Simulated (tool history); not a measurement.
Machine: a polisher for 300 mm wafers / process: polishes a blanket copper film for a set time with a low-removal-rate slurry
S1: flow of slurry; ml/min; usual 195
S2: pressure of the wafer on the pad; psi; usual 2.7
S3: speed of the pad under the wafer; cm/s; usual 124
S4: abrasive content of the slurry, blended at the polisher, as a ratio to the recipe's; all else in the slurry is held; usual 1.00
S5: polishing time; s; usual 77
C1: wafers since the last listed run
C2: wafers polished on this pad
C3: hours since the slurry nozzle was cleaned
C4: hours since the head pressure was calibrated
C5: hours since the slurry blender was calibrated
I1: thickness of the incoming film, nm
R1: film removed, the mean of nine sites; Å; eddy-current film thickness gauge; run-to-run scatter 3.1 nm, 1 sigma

{"run": 1, "hour": 0.0, "S1": 195, "S2": 2.7, "S3": 124, "S4": 1.0, "S5": 77, "C1": 0, "C2": 2237, "C3": 289.0, "C4": 567.2, "C5": 135.9, "I1": 1502.7, "R1": 2186}
{"hour": 80.4, "done": "worn pad replaced by a new one"}
{"run": 2, "hour": 88.9, "S1": 195, "S2": 2.7, "S3": 124, "S4": 1.0, "S5": 77, "C1": 642, "C2": 64, "C3": 377.9, "C4": 656.1, "C5": 224.8, "I1": 1472.0, "R1": 2144}
{"run": 3, "hour": 159.8, "S1": 195, "S2": 2.7, "S3": 124, "S4": 1.0, "S5": 77, "C1": 536, "C2": 600, "C3": 448.8, "C4": 727.0, "C5": 295.7, "I1": 1493.1, "R1": 2102}
{"hour": 197.9, "done": "slurry nozzle cleaned"}
{"run": 4, "hour": 216.0, "S1": 195, "S2": 2.7, "S3": 124, "S4": 1.0, "S5": 77, "C1": 417, "C2": 1017, "C3": 18.1, "C4": 783.2, "C5": 351.9, "I1": 1503.1, "R1": 2068}
{"hour": 246.8, "done": "slurry blender recalibrated"}
{"run": 5, "hour": 314.0, "S1": 195, "S2": 2.7, "S3": 96, "S4": 1.0, "S5": 77, "C1": 725, "C2": 1743, "C3": 116.1, "C4": 881.2, "C5": 67.2, "I1": 1485.8, "R1": 1641}
{"hour": 320.0, "done": "head pressure recalibrated"}
{"hour": 406.6, "done": "worn pad replaced by a new one"}
{"run": 6, "hour": 407.1, "S1": 195, "S2": 2.7, "S3": 154, "S4": 1.0, "S5": 77, "C1": 658, "C2": 4, "C3": 209.2, "C4": 87.1, "C5": 160.3, "I1": 1508.7, "R1": 2603}
{"run": 7, "hour": 497.1, "S1": 195, "S2": 2.7, "S3": 154, "S4": 1.0, "S5": 77, "C1": 680, "C2": 684, "C3": 299.2, "C4": 177.1, "C5": 250.3, "I1": 1509.5, "R1": 2616}
{"run": 8, "hour": 566.6, "S1": 195, "S2": 2.1, "S3": 124, "S4": 1.0, "S5": 77, "C1": 525, "C2": 1210, "C3": 368.7, "C4": 246.6, "C5": 319.8, "I1": 1467.1, "R1": 1746}
{"hour": 579.9, "done": "slurry blender recalibrated"}
{"run": 9, "hour": 612.5, "S1": 230, "S2": 2.7, "S3": 124, "S4": 1.0, "S5": 69, "C1": 331, "C2": 1542, "C3": 414.6, "C4": 292.5, "C5": 32.6, "I1": 1518.2, "R1": 1715}
{"hour": 708.8, "done": "worn pad replaced by a new one"}
{"hour": 713.9, "done": "slurry nozzle cleaned"}
{"run": 10, "hour": 776.5, "S1": 230, "S2": 2.7, "S3": 124, "S4": 1.0, "S5": 69, "C1": 1202, "C2": 504, "C3": 62.6, "C4": 456.5, "C5": 196.6, "I1": 1509.1, "R1": 1585}
{"run": 11, "hour": 850.6, "S1": 230, "S2": 2.7, "S3": 124, "S4": 1.0, "S5": 69, "C1": 560, "C2": 1064, "C3": 136.7, "C4": 530.6, "C5": 270.7, "I1": 1511.4, "R1": 1521}
{"run": 12, "hour": 914.9, "S1": 195, "S2": 2.7, "S3": 124, "S4": 1.0, "S5": 77, "C1": 486, "C2": 1550, "C3": 201.0, "C4": 594.9, "C5": 335.0, "I1": 1487.7, "R1": 1580}
{"hour": 968.5, "done": "slurry blender recalibrated, repeated, since the last time left the tool worse"}
{"run": 13, "hour": 979.2, "S1": 195, "S2": 3.5, "S3": 124, "S4": 0.85, "S5": 99, "C1": 471, "C2": 2021, "C3": 265.3, "C4": 659.2, "C5": 10.7, "I1": 1480.2, "R1": 3172}
{"run": 14, "hour": 1084.8, "S1": 240, "S2": 3.5, "S3": 124, "S4": 1.0, "S5": 103, "C1": 798, "C2": 2820, "C3": 370.9, "C4": 764.8, "C5": 116.3, "I1": 1460.6, "R1": 3558}
{"hour": 1094.1, "done": "worn pad replaced by a new one"}
{"run": 15, "hour": 1134.2, "S1": 255, "S2": 2.7, "S3": 156, "S4": 1.0, "S5": 77, "C1": 343, "C2": 303, "C3": 420.3, "C4": 814.2, "C5": 165.7, "I1": 1477.2, "R1": 2763}
{"hour": 1154.2, "done": "slurry nozzle cleaned"}
{"run": 16, "hour": 1188.2, "S1": 195, "S2": 2.7, "S3": 124, "S4": 0.75, "S5": 57, "C1": 400, "C2": 703, "C3": 34.0, "C4": 868.2, "C5": 219.7, "I1": 1506.5, "R1": 1410}
{"hour": 1276.2, "done": "head pressure recalibrated"}
{"hour": 1283.4, "done": "slurry blender recalibrated"}
{"run": 17, "hour": 1288.9, "S1": 195, "S2": 2.1, "S3": 124, "S4": 1.0, "S5": 77, "C1": 731, "C2": 1435, "C3": 134.7, "C4": 12.7, "C5": 5.5, "I1": 1498.7, "R1": 1851}
{"run": 18, "hour": 1388.3, "S1": 195, "S2": 2.7, "S3": 162, "S4": 1.0, "S5": 62, "C1": 751, "C2": 2186, "C3": 234.1, "C4": 112.1, "C5": 104.9, "I1": 1504.4, "R1": 2252}
{"hour": 1418.4, "done": "worn pad replaced by a new one"}
{"run": 19, "hour": 1460.8, "S1": 195, "S2": 2.7, "S3": 124, "S4": 1.0, "S5": 77, "C1": 518, "C2": 320, "C3": 306.6, "C4": 184.6, "C5": 177.4, "I1": 1500.5, "R1": 2168}
{"run": 20, "hour": 1520.8, "S1": 195, "S2": 2.7, "S3": 124, "S4": 0.85, "S5": 88, "C1": 453, "C2": 774, "C3": 366.6, "C4": 244.6, "C5": 237.4, "I1": 1494.0, "R1": 2253}
{"run": 21, "hour": 1582.6, "S1": 195, "S2": 2.7, "S3": 102, "S4": 1.0, "S5": 77, "C1": 467, "C2": 1241, "C3": 428.4, "C4": 306.4, "C5": 299.2, "I1": 1504.2, "R1": 1722}
{"hour": 1640.6, "done": "slurry nozzle cleaned"}
{"hour": 1651.0, "done": "slurry blender recalibrated"}
{"run": 22, "hour": 1677.2, "S1": 195, "S2": 2.4, "S3": 124, "S4": 0.75, "S5": 77, "C1": 692, "C2": 1934, "C3": 36.6, "C4": 401.0, "C5": 26.2, "I1": 1487.9, "R1": 1819}

Below are 5 alternative next runs, each starting from the tool's condition after run 22. Predict each:
{"run": "A", "hour": 1677.7, "S1": 195, "S2": 2.7, "S3": 124, "S4": 0.85, "S5": 77, "C1": 3, "C2": 1937, "C3": 37.1, "C4": 401.5, "C5": 26.7, "I1": 1492.8, "R1": "?"}
{"run": "B", "hour": 1677.7, "S1": 195, "S2": 2.1, "S3": 124, "S4": 1.0, "S5": 53, "C1": 3, "C2": 1937, "C3": 37.1, "C4": 401.5, "C5": 26.7, "I1": 1492.8, "R1": "?"}
{"run": "C", "hour": 1677.7, "S1": 195, "S2": 2.7, "S3": 124, "S4": 0.8, "S5": 77, "C1": 3, "C2": 1937, "C3": 37.1, "C4": 401.5, "C5": 26.7, "I1": 1492.8, "R1": "?"}
{"run": "D", "hour": 1677.7, "S1": 245, "S2": 3.3, "S3": 124, "S4": 1.2, "S5": 96, "C1": 3, "C2": 1937, "C3": 37.1, "C4": 401.5, "C5": 26.7, "I1": 1492.8, "R1": "?"}
{"run": "E", "hour": 1677.7, "S1": 195, "S2": 3.2, "S3": 124, "S4": 1.0, "S5": 86, "C1": 3, "C2": 1937, "C3": 37.1, "C4": 401.5, "C5": 26.7, "I1": 1492.8, "R1": "?"}

run=A R1=2051
run=B R1=1286
run=C R1=2001
run=D R1=3411
run=E R1=2726
With no hidden state in the tool, these same runs would have given:
run=A R1=2089
run=B R1=1311
run=C R1=2038
run=D R1=3478
run=E R1=2778
